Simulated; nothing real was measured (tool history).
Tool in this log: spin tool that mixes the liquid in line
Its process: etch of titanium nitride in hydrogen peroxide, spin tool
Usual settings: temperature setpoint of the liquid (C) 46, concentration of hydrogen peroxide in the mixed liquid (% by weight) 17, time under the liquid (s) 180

run    hour  temperature setpoint of the liquid (C)  concentration of hydrogen peroxide in the mixed liquid (% by weight)  time under the liquid (s)  wafers since the last listed run  hours since the thermometer was replaced  hours since the peroxide flow meter was replaced  hours since the heated supply line was repaired  hours since the drum of peroxide was connected  hours since the gauge calibration  read-back film thickness of the titanium nitride reference wafer, read on the same gauge (nm)  thickness taken off the titanium nitride on a monitor wafer (Å)
  1       0                                      46                                                                  14.5                        135                                 0                                     893.5                                             803.2                                           1871.1                                           498.8                             2569.8                                                                                         119.98                                                               42
  2    58.3                                      46                                                                  14.5                        135                               430                                     951.8                                             861.5                                           1929.4                                           557.1                             2628.1                                                                                         119.98                                                               42
  3   133.2                                      46                                                                    17                        180                               553                                    1026.7                                             936.4                                           2004.3                                             632                               2703                                                                                         119.98                                                             58.1
  4   186.6                                      46                                                                    17                        180                               394                                    1080.1                                             989.8                                           2057.7                                           685.4                             2756.4                                                                                         120.01                                                             58.1
      246.3  -- new drum of peroxide connected
      264.6  -- peroxide flow meter replaced
  5   266.9                                      46                                                                    17                        180                               578                                    1160.4                                               2.3                                             2138                                            20.6                             2836.7                                                                                            120                                                             58.4
  6   344.2                                      46                                                                    17                        180                               571                                    1237.7                                              79.6                                           2215.3                                            97.9                               2914                                                                                         120.03                                                               58
  7   424.5                                      46                                                                    17                        180                               593                                      1318                                             159.9                                           2295.6                                           178.2                             2994.3                                                                                         120.01                                                             57.9
  8   516.7                                      46                                                                    17                        180                               681                                    1410.2                                             252.1                                           2387.8                                           270.4                             3086.5                                                                                         119.98                                                             57.8
      528.9  -- gauge calibrated
  9   570.3                                      46                                                                    17                        180                               395                                    1463.8                                             305.7                                           2441.4                                             324                               41.4                                                                                         120.02                                                             57.2
 10   661.7                                      50                                                                    19                        180                               675                                    1555.2                                             397.1                                           2532.8                                           415.4                              132.8                                                                                         120.05                                                               80
 11   836.1                                    53.5                                                                  18.5                        245                              1288                                    1729.6                                             571.5                                           2707.2                                           589.8                              307.2                                                                                            120                                                            136.6
 12   931.8                                      46                                                                    17                        180                               707                                    1825.3                                             667.2                                           2802.9                                           685.5                              402.9                                                                                            120                                                             58.5
 13   982.9                                      46                                                                  15.5                        180                               377                                    1876.4                                             718.3                                             2854                                           736.6                                454                                                                                         119.98                                                               57
       1022  -- heated supply line repaired
     1034.1  -- new drum of peroxide connected
 14  1038.5                                      46                                                                    17                        180                               395                                      1932                                             773.9                                             16.5                                             4.4                              509.6                                                                                         119.98                                                             57.9
 15  1119.1                                      46                                                                    17                        180                               595                                    2012.6                                             854.5                                             97.1                                              85                              590.2                                                                                         119.96                                                             57.9
     1214.1  -- thermometer replaced
 16  1221.8                                      46                                                                    17                        220                               751                                       7.7                                             957.2                                            199.8                                           187.7                              692.9                                                                                         120.02                                                             71.9
 17  1280.4                                      46                                                                    20                        180                               432                                      66.3                                            1015.8                                            258.4                                           246.3                              751.5                                                                                         119.97                                                             60.4
       1380  -- peroxide flow meter replaced
 18  1518.3                                    51.5                                                                    17                        180                              1750                                     304.2                                             138.3                                            496.3                                           484.2                              989.4                                                                                         119.99                                                             86.7
 19    1595                                      40                                                                    17                        270                               566                                     380.9                                               215                                              573                                           560.9                             1066.1                                                                                         119.99                                                             55.9
 20  1683.5                                      37                                                                    17                        285                               653                                     469.4                                             303.5                                            661.5                                           649.4                             1154.6                                                                                         119.96                                                             46.2
 21  1751.8                                      46                                                                    17                         90                               504                                     537.7                                             371.8                                            729.8                                           717.7                             1222.9                                                                                         120.01                                                             28.9
     1817.4  -- new drum of peroxide connected
 22  1823.9                                      46                                                                    17                        180                               525                                     609.8                                             443.9                                            801.9                                             6.5                               1295                                                                                         120.03                                                             57.9
 23  1905.8                                      46                                                                    15                        180                               605                                     691.7                                             525.8                                            883.8                                            88.4                             1376.9                                                                                         120.02                                                             56.3
 24  2009.5                                      46                                                                    20                        250                               766                                     795.4                                             629.5                                            987.5                                           192.1                             1480.6                                                                                         119.97                                                             83.4

Each row is a separate what-if for the run after 24, all from the same tool condition, not one after another. Results?
  A  2010                                      46                                                                    17                        150                                 3                                     795.9                                               630                                              988                                           192.6                             1481.1                                                                                              ?                                                                ?
  B  2010                                      46                                                                    17                        225                                 3                                     795.9                                               630                                              988                                           192.6                             1481.1                                                                                              ?                                                                ?
  C  2010                                      46                                                                  14.5                        280                                 3                                     795.9                                               630                                              988                                           192.6                             1481.1                                                                                              ?                                                                ?
  D  2010                                      54                                                                  14.5                        180                                 3                                     795.9                                               630                                              988                                           192.6                             1481.1                                                                                              ?                                                                ?
  E  2010                                      50                                                                    17                        180                                 3                                     795.9                                               630                                              988                                           192.6                             1481.1                                                                                              ?                                                                ?

run  read-back film thickness of the titanium nitride reference wafer, read on the same gauge (nm)  thickness taken off the titanium nitride on a monitor wafer (Å)
  A                                                                                         120.01                                                             48.1
  B                                                                                         120.01                                                             72.2
  C                                                                                         120.01                                                             86.9
  D                                                                                         120.01                                                             99.6
  E                                                                                         120.01                                                             77.4
Take away the tool's hidden state, keep each run's random variation, and the runs would have read:
run  thickness taken off the titanium nitride on a monitor wafer (Å)
  A                                                             48.1
  B                                                             72.2
  C                                                             86.9
  D                                                             99.6
  E                                                             77.4
